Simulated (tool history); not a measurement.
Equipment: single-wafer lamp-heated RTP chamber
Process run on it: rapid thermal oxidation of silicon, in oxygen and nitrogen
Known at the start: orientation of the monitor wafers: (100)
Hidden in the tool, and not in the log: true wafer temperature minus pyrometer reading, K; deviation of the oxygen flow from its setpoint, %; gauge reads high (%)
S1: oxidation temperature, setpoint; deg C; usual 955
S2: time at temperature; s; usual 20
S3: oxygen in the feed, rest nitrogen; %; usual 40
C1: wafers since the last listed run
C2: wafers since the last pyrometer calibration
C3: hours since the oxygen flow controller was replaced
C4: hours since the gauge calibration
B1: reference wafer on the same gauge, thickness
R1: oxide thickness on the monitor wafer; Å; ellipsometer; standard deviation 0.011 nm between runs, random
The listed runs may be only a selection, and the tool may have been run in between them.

{"run": 1, "day": 0.0, "S1": 955, "S2": 20, "S3": 40, "C1": 0, "C2": 3860, "C3": 4916.0, "C4": 187.9, "B1": 2.079, "R1": 26.3}
{"run": 2, "day": 0.592, "S1": 955, "S2": 20, "S3": 17, "C1": 112, "C2": 3973, "C3": 4930.2, "C4": 202.1, "B1": 2.08, "R1": 24.0}
{"run": 3, "day": 1.246, "S1": 955, "S2": 20, "S3": 17, "C1": 124, "C2": 4098, "C3": 4945.9, "C4": 217.8, "B1": 2.079, "R1": 23.89}
{"run": 4, "day": 1.783, "S1": 955, "S2": 20, "S3": 17, "C1": 102, "C2": 4200, "C3": 4958.8, "C4": 230.7, "B1": 2.081, "R1": 23.85}
{"run": 5, "day": 2.283, "S1": 955, "S2": 20, "S3": 40, "C1": 95, "C2": 4296, "C3": 4970.8, "C4": 242.7, "B1": 2.081, "R1": 26.5}
{"run": 6, "day": 2.821, "S1": 955, "S2": 20, "S3": 40, "C1": 102, "C2": 4398, "C3": 4983.7, "C4": 255.6, "B1": 2.081, "R1": 26.65}
{"run": 7, "day": 3.096, "S1": 955, "S2": 20, "S3": 40, "C1": 52, "C2": 4451, "C3": 4990.3, "C4": 262.2, "B1": 2.081, "R1": 26.6}
{"run": 8, "day": 3.388, "S1": 936, "S2": 20, "S3": 40, "C1": 55, "C2": 4506, "C3": 4997.3, "C4": 269.2, "B1": 2.078, "R1": 24.84}
{"run": 9, "day": 3.925, "S1": 936, "S2": 20, "S3": 40, "C1": 102, "C2": 4609, "C3": 5010.2, "C4": 282.1, "B1": 2.081, "R1": 24.99}
{"run": 10, "day": 4.204, "S1": 936, "S2": 20, "S3": 40, "C1": 53, "C2": 4662, "C3": 5016.9, "C4": 288.8, "B1": 2.079, "R1": 25.05}
{"run": 11, "day": 4.621, "S1": 969, "S2": 20, "S3": 53, "C1": 79, "C2": 4742, "C3": 5026.9, "C4": 298.8, "B1": 2.08, "R1": 29.53}
{"run": 12, "day": 5.05, "S1": 969, "S2": 20, "S3": 53, "C1": 81, "C2": 4824, "C3": 5037.2, "C4": 309.1, "B1": 2.082, "R1": 29.49}
{"run": 13, "day": 5.575, "S1": 955, "S2": 20, "S3": 40, "C1": 100, "C2": 4924, "C3": 5049.8, "C4": 321.7, "B1": 2.081, "R1": 26.6}
{"run": 14, "day": 6.054, "S1": 955, "S2": 20, "S3": 40, "C1": 91, "C2": 5016, "C3": 5061.3, "C4": 333.2, "B1": 2.08, "R1": 26.72}
{"day": 7.454, "done": "pyrometer window cleaned and pyrometer calibrated"}
{"run": 15, "day": 7.475, "S1": 955, "S2": 20, "S3": 40, "C1": 207, "C2": 3, "C3": 5095.4, "C4": 367.3, "B1": 2.081, "R1": 25.61}
{"run": 16, "day": 7.612, "S1": 955, "S2": 20, "S3": 40, "C1": 26, "C2": 29, "C3": 5098.7, "C4": 370.6, "B1": 2.08, "R1": 25.63}
{"run": 17, "day": 8.329, "S1": 955, "S2": 20, "S3": 40, "C1": 136, "C2": 166, "C3": 5115.9, "C4": 387.8, "B1": 2.08, "R1": 25.8}
{"run": 18, "day": 8.838, "S1": 955, "S2": 20, "S3": 40, "C1": 97, "C2": 263, "C3": 5128.1, "C4": 400.0, "B1": 2.078, "R1": 25.85}
{"day": 9.3, "done": "oxygen flow controller replaced"}
{"run": 19, "day": 9.321, "S1": 936, "S2": 24, "S3": 51, "C1": 28, "C2": 292, "C3": 0.5, "C4": 411.6, "B1": 2.079, "R1": 25.95}
{"run": 20, "day": 9.596, "S1": 971, "S2": 12, "S3": 40, "C1": 52, "C2": 344, "C3": 7.1, "C4": 418.2, "B1": 2.082, "R1": 24.45}
{"run": 21, "day": 9.979, "S1": 955, "S2": 20, "S3": 40, "C1": 73, "C2": 418, "C3": 16.3, "C4": 427.4, "B1": 2.079, "R1": 25.78}
{"run": 22, "day": 10.296, "S1": 931, "S2": 12, "S3": 59, "C1": 60, "C2": 478, "C3": 23.9, "C4": 435.0, "B1": 2.079, "R1": 22.95}
{"run": 23, "day": 10.783, "S1": 969, "S2": 20, "S3": 53, "C1": 93, "C2": 571, "C3": 35.6, "C4": 446.7, "B1": 2.079, "R1": 28.3}
{"day": 12.762, "done": "gauge calibrated"}
{"run": 24, "day": 12.792, "S1": 969, "S2": 11, "S3": 40, "C1": 383, "C2": 955, "C3": 83.8, "C4": 0.7, "B1": 2.081, "R1": 23.91}
{"run": 25, "day": 13.083, "S1": 926, "S2": 26, "S3": 51, "C1": 55, "C2": 1010, "C3": 90.8, "C4": 7.7, "B1": 2.08, "R1": 25.9}
{"run": 26, "day": 13.579, "S1": 977, "S2": 20, "S3": 40, "C1": 94, "C2": 1105, "C3": 102.7, "C4": 19.6, "B1": 2.08, "R1": 27.88}
{"run": 27, "day": 13.946, "S1": 955, "S2": 15, "S3": 30, "C1": 70, "C2": 1175, "C3": 111.5, "C4": 28.4, "B1": 2.08, "R1": 24.02}
{"run": 28, "day": 14.412, "S1": 947, "S2": 20, "S3": 40, "C1": 89, "C2": 1264, "C3": 122.7, "C4": 39.6, "B1": 2.079, "R1": 25.23}
{"run": 29, "day": 14.842, "S1": 955, "S2": 20, "S3": 40, "C1": 81, "C2": 1346, "C3": 133.0, "C4": 49.9, "B1": 2.079, "R1": 25.87}
{"run": 30, "day": 15.379, "S1": 955, "S2": 20, "S3": 52, "C1": 102, "C2": 1449, "C3": 145.9, "C4": 62.8, "B1": 2.08, "R1": 26.9}
{"run": 31, "day": 15.858, "S1": 937, "S2": 20, "S3": 40, "C1": 91, "C2": 1540, "C3": 157.4, "C4": 74.3, "B1": 2.078, "R1": 24.48}
{"run": 32, "day": 16.296, "S1": 939, "S2": 14, "S3": 50, "C1": 83, "C2": 1624, "C3": 167.9, "C4": 84.8, "B1": 2.08, "R1": 23.99}
{"run": 33, "day": 16.617, "S1": 942, "S2": 17, "S3": 58, "C1": 61, "C2": 1685, "C3": 175.6, "C4": 92.5, "B1": 2.079, "R1": 25.16}
{"run": 34, "day": 17.267, "S1": 955, "S2": 20, "S3": 31, "C1": 124, "C2": 1809, "C3": 191.2, "C4": 108.1, "B1": 2.08, "R1": 25.25}
{"run": 35, "day": 17.55, "S1": 945, "S2": 16, "S3": 69, "C1": 54, "C2": 1863, "C3": 198.0, "C4": 114.9, "B1": 2.081, "R1": 25.98}
{"run": 36, "day": 18.008, "S1": 955, "S2": 20, "S3": 40, "C1": 87, "C2": 1951, "C3": 209.0, "C4": 125.9, "B1": 2.079, "R1": 26.01}
{"run": 37, "day": 18.375, "S1": 932, "S2": 30, "S3": 62, "C1": 70, "C2": 2021, "C3": 217.8, "C4": 134.7, "B1": 2.079, "R1": 27.98}
{"run": 38, "day": 19.125, "S1": 926, "S2": 15, "S3": 20, "C1": 143, "C2": 2164, "C3": 235.8, "C4": 152.7, "B1": 2.079, "R1": 21.93}

Difference, measured minus no-hidden-state, one row per run. Run-to-run variation is common to both terms; the gauge's own scatter need not be:
run=1 R1=+0.73
run=2 R1=+0.42
run=3 R1=+0.43
run=4 R1=+0.43
run=5 R1=+0.80
run=6 R1=+0.82
run=7 R1=+0.83
run=8 R1=+0.63
run=9 R1=+0.64
run=10 R1=+0.66
run=11 R1=+1.30
run=12 R1=+1.32
run=13 R1=+0.91
run=14 R1=+0.93
run=15 R1=+0.02
run=16 R1=+0.02
run=17 R1=+0.04
run=18 R1=+0.05
run=19 R1=+0.07
run=20 R1=+0.06
run=21 R1=+0.08
run=22 R1=+0.06
run=23 R1=+0.15
run=24 R1=+0.13
run=25 R1=+0.16
run=26 R1=+0.24
run=27 R1=+0.12
run=28 R1=+0.18
run=29 R1=+0.22
run=30 R1=+0.28
run=31 R1=+0.19
run=32 R1=+0.19
run=33 R1=+0.25
run=34 R1=+0.24
run=35 R1=+0.32
run=36 R1=+0.31
run=37 R1=+0.43
run=38 R1=+0.13

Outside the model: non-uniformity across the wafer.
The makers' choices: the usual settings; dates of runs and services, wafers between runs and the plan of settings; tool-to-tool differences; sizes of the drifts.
